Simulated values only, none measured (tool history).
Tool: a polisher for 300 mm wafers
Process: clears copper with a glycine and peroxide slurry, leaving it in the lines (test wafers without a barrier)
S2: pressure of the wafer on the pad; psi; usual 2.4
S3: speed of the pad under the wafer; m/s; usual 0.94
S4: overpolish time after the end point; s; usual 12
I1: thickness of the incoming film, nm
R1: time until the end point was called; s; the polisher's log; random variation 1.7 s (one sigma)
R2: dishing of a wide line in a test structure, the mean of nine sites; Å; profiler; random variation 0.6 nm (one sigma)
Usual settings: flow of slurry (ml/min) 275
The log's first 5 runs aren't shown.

At day 3.642: worn pad replaced by a new one.
Run 6, day 3.779: usual settings but S4 16 s; I1 537. Result: R1 111.4 s, R2 293 Å.
Run 7, day 4.329: usual settings; I1 545.5. Result: R1 108.4 s, R2 269 Å.
Run 8, day 4.717: usual settings; I1 541.1. Result: R1 109.8 s, R2 264 Å.
Run 9, day 6.575: usual settings; I1 544.8. Result: R1 110.8 s, R2 271 Å.
Run 10, day 6.921: usual settings but S3 1.12 m/s; I1 537.1. Result: R1 94.2 s, R2 277 Å.
Run 11, day 7.521: usual settings but S3 1.12 m/s; I1 544.3. Result: R1 96.5 s, R2 277 Å.
Run 12, day 7.775: usual settings; I1 540.8. Result: R1 108.9 s, R2 263 Å.
At day 8.5: worn pad replaced by a new one.
Run 13, day 8.521: usual settings; I1 532.2. Result: R1 111.7 s, R2 261 Å.
Run 14, day 9.142: usual settings but flow of slurry (ml/min) 350; I1 536.9. Result: R1 107.7 s, R2 277 Å.
At day 9.396: head pressure recalibrated.
Run 15, day 10.583: usual settings but flow of slurry (ml/min) 215, S2 2.8 psi, S3 0.78 m/s, S4 15 s; I1 542.2. Result: R1 120.4 s, R2 288 Å.
Run 16, day 11.167: usual settings but flow of slurry (ml/min) 310, S2 3 psi; I1 540.3. Result: R1 95.8 s, R2 282 Å.
Run 17, day 11.454: usual settings but flow of slurry (ml/min) 345; I1 534.8. Result: R1 108.8 s, R2 257 Å.
Run 18, day 12.067: usual settings but S4 19 s; I1 538.1. Result: R1 110.7 s, R2 321 Å.
At day 12.267: slurry nozzle cleaned.
Run 19, day 12.721: usual settings but flow of slurry (ml/min) 360; I1 538.6. Result: R1 107.3 s, R2 253 Å.
Run 20, day 13.433: usual settings but flow of slurry (ml/min) 245, S2 1.6 psi; I1 547.9. Result: R1 139.4 s, R2 233 Å.
Run 21, day 13.783: usual settings but S4 10 s; I1 547.5. Result: R1 112 s, R2 242 Å.
At day 14.283: worn pad replaced by a new one.
Run 22, day 14.304: usual settings but S3 0.82 m/s; I1 534.5. Result: R1 123.5 s, R2 267 Å.
Run 23, day 14.446: usual settings but S4 18 s; I1 543.3. Result: R1 110 s, R2 308 Å.
Run 24, day 15.825: usual settings but S2 2.7 psi; I1 545.1. Result: R1 105 s, R2 265 Å.
Run 25, day 16.475: usual settings; I1 541.3. Result: R1 111.5 s, R2 262 Å.
Run 26, day 17.05: usual settings but flow of slurry (ml/min) 350, S2 2.8 psi; I1 546.1. Result: R1 99.7 s, R2 278 Å.
Run 27, day 17.625: usual settings but S2 1.9 psi, S4 14 s; I1 534.3. Result: R1 128.3 s, R2 273 Å.
Run 28, day 17.967: usual settings but flow of slurry (ml/min) 190, S2 2.9 psi, S3 1.22 m/s; I1 535.4. Result: R1 84.5 s, R2 303 Å.

Forecast run 29:
Run 29, day 18.275: usual settings but S3 1.26 m/s, S4 19 s; I1 536.2. Result: R1 ?, R2 ?.

{"run 29": {"R1": 86, "R2": 340}}
Without the tool's hidden state the same run would have given R1 86 s, R2 340 Å.
